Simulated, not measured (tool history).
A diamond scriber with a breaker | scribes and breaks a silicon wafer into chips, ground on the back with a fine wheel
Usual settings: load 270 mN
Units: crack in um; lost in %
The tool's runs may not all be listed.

run	day	load	incoming depth of the damage left on the back of the incoming wafer, um	crack	lost
1	0	305	2.05	10.17	4.58
2	0.946	235	2.84	7.92	9.61
3	1.867	270	1.9	9.32	1.26
4	2.662	270	1.82	9.12	1.21
5	3.779	232	1.68	7.96	7.31
6	4.929	232	2.45	7.76	10.13
7	8.288	232	2.44	7.88	8.3
8	9.488	223	2.41	7.48	11.31
# day 10.096: diamond tip replaced by a new one
9	10.796	223	2.1	7.39	12.04
10	12.008	223	1.95	7.73	10.69
11	13.238	207	2.55	7.12	20.67
12	14.058	312	2.62	10.39	7.09
13	14.583	290	2.83	9.7	3.82
14	16.062	293	1.62	9.69	3
15	17.538	231	2.98	7.65	10.53
16	18.717	224	2.75	7.49	13.06
# day 20.246: load on the tip recalibrated
17	21.979	338	2.68	11.07	12.14
18	22.708	270	2.78	9.01	2.79
19	23.246	270	2.81	9	2.63
20	24.667	239	1.9	8.14	5.84
21	25.767	228	1.71	7.8	9.05
22	26.879	341	1.57	10.88	12.43
23	30.742	328	2.6	10.82	10.84

4 ways to go on from here, each from the tool as it stands after run 23. What would each give?
A	30.771	270	1.59	?	?
B	30.771	192	1.59	?	?
C	30.771	233	1.59	?	?
D	30.771	241	1.59	?	?

run	crack	lost
A	9.03	1.11
B	6.42	32.96
C	7.85	7.51
D	8.11	4.94
Without the tool's hidden state the same runs would have given:
run	crack	lost
A	9.03	1.11
B	6.42	32.96
C	7.85	7.51
D	8.11	4.94
